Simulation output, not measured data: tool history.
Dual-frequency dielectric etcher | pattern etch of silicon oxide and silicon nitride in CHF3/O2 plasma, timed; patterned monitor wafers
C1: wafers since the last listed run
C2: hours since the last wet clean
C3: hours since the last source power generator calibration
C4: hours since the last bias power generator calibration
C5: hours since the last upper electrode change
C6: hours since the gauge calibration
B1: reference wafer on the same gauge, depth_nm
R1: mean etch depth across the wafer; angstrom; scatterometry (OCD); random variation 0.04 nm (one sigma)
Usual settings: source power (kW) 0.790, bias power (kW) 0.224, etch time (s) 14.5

{"run": 1, "day": 0.0, "source power (kW)": 0.7, "bias power (kW)": 0.252, "etch time (s)": 14.5, "C1": 0, "C2": 294.1, "C3": 2399.2, "C4": 3739.0, "C5": 5206.3, "C6": 203.5, "B1": 23.6, "R1": 262.6}
{"run": 2, "day": 1.471, "source power (kW)": 0.7, "bias power (kW)": 0.252, "etch time (s)": 14.5, "C1": 374, "C2": 329.4, "C3": 2434.5, "C4": 3774.3, "C5": 5241.6, "C6": 238.8, "B1": 23.58, "R1": 262.1}
{"run": 3, "day": 2.296, "source power (kW)": 0.7, "bias power (kW)": 0.252, "etch time (s)": 14.5, "C1": 209, "C2": 349.2, "C3": 2454.3, "C4": 3794.1, "C5": 5261.4, "C6": 258.6, "B1": 23.61, "R1": 262.3}
{"day": 3.288, "done": "gauge calibrated"}
{"run": 4, "day": 3.458, "source power (kW)": 0.79, "bias power (kW)": 0.224, "etch time (s)": 14.5, "C1": 295, "C2": 377.1, "C3": 2482.2, "C4": 3822.0, "C5": 5289.3, "C6": 4.1, "B1": 23.59, "R1": 261.1}
{"day": 4.892, "done": "wet clean of the chamber"}
{"run": 5, "day": 4.912, "source power (kW)": 0.79, "bias power (kW)": 0.224, "etch time (s)": 14.5, "C1": 115, "C2": 0.5, "C3": 2517.1, "C4": 3856.9, "C5": 5324.2, "C6": 39.0, "B1": 23.6, "R1": 265.0}
{"day": 5.704, "done": "source power generator calibrated"}
{"run": 6, "day": 6.188, "source power (kW)": 0.79, "bias power (kW)": 0.224, "etch time (s)": 14.5, "C1": 281, "C2": 31.1, "C3": 11.6, "C4": 3887.5, "C5": 5354.8, "C6": 69.6, "B1": 23.62, "R1": 264.1}
{"day": 7.429, "done": "upper electrode replaced"}
{"run": 7, "day": 7.625, "source power (kW)": 0.79, "bias power (kW)": 0.26, "etch time (s)": 14.5, "C1": 111, "C2": 65.6, "C3": 46.1, "C4": 3922.0, "C5": 4.7, "C6": 104.1, "B1": 23.59, "R1": 281.8}
{"run": 8, "day": 8.85, "source power (kW)": 0.79, "bias power (kW)": 0.252, "etch time (s)": 10.5, "C1": 311, "C2": 95.0, "C3": 75.5, "C4": 3951.4, "C5": 34.1, "C6": 133.5, "B1": 23.6, "R1": 201.2}
{"day": 9.267, "done": "bias power generator calibrated"}
{"run": 9, "day": 9.35, "source power (kW)": 0.79, "bias power (kW)": 0.224, "etch time (s)": 14.5, "C1": 84, "C2": 107.0, "C3": 87.5, "C4": 2.0, "C5": 46.1, "C6": 145.5, "B1": 23.6, "R1": 264.6}
{"run": 10, "day": 10.246, "source power (kW)": 0.79, "bias power (kW)": 0.185, "etch time (s)": 18.0, "C1": 227, "C2": 128.5, "C3": 109.0, "C4": 23.5, "C5": 67.6, "C6": 167.0, "B1": 23.61, "R1": 300.5}
{"run": 11, "day": 12.175, "source power (kW)": 0.79, "bias power (kW)": 0.224, "etch time (s)": 14.5, "C1": 490, "C2": 174.8, "C3": 155.3, "C4": 69.8, "C5": 113.9, "C6": 213.3, "B1": 23.6, "R1": 262.6}
{"day": 12.6, "done": "gauge calibrated"}
{"run": 12, "day": 12.688, "source power (kW)": 0.86, "bias power (kW)": 0.204, "etch time (s)": 19.0, "C1": 130, "C2": 187.1, "C3": 167.6, "C4": 82.1, "C5": 126.2, "C6": 2.1, "B1": 23.6, "R1": 342.2}
{"run": 13, "day": 13.625, "source power (kW)": 0.79, "bias power (kW)": 0.224, "etch time (s)": 11.0, "C1": 238, "C2": 209.6, "C3": 190.1, "C4": 104.6, "C5": 148.7, "C6": 24.6, "B1": 23.59, "R1": 199.4}
{"run": 14, "day": 14.55, "source power (kW)": 0.92, "bias power (kW)": 0.224, "etch time (s)": 11.5, "C1": 235, "C2": 231.8, "C3": 212.3, "C4": 126.8, "C5": 170.9, "C6": 46.8, "B1": 23.6, "R1": 221.5}
{"run": 15, "day": 15.833, "source power (kW)": 0.79, "bias power (kW)": 0.239, "etch time (s)": 16.5, "C1": 326, "C2": 262.6, "C3": 243.1, "C4": 157.6, "C5": 201.7, "C6": 77.6, "B1": 23.6, "R1": 307.7}

Hidden state at the last listed run before each entry between runs and at the first one after, where it differs:
Between runs 3 and 4: gauge calibrated (day 3.288)
  etch rate over this chamber's usual, %: -1.15 -> -1.25
  measured less the result without the state, R1: -3.0 -> -3.3 angstrom
Between runs 4 and 5: wet clean of the chamber (day 4.892)
  etch rate over this chamber's usual, %: -1.25 -> 0.165
  measured less the result without the state, R1: -3.3 -> +0.4 angstrom
Between runs 5 and 6: source power generator calibrated (day 5.704)
  etch rate over this chamber's usual, %: 0.165 -> 0.0537
  measured less the result without the state, R1: +0.4 -> +0.1 angstrom
Between runs 6 and 7: upper electrode replaced (day 7.429)
  etch rate over this chamber's usual, %: 0.0537 -> -0.0718
  measured less the result without the state, R1: +0.1 -> -0.2 angstrom
Between runs 8 and 9: bias power generator calibrated (day 9.267)
  etch rate over this chamber's usual, %: -0.179 -> -0.222
  measured less the result without the state, R1: -0.4 -> -0.6 angstrom
Between runs 11 and 12: gauge calibrated (day 12.600)
  etch rate over this chamber's usual, %: -0.469 -> -0.514
  measured less the result without the state, R1: -1.2 -> -1.8 angstrom

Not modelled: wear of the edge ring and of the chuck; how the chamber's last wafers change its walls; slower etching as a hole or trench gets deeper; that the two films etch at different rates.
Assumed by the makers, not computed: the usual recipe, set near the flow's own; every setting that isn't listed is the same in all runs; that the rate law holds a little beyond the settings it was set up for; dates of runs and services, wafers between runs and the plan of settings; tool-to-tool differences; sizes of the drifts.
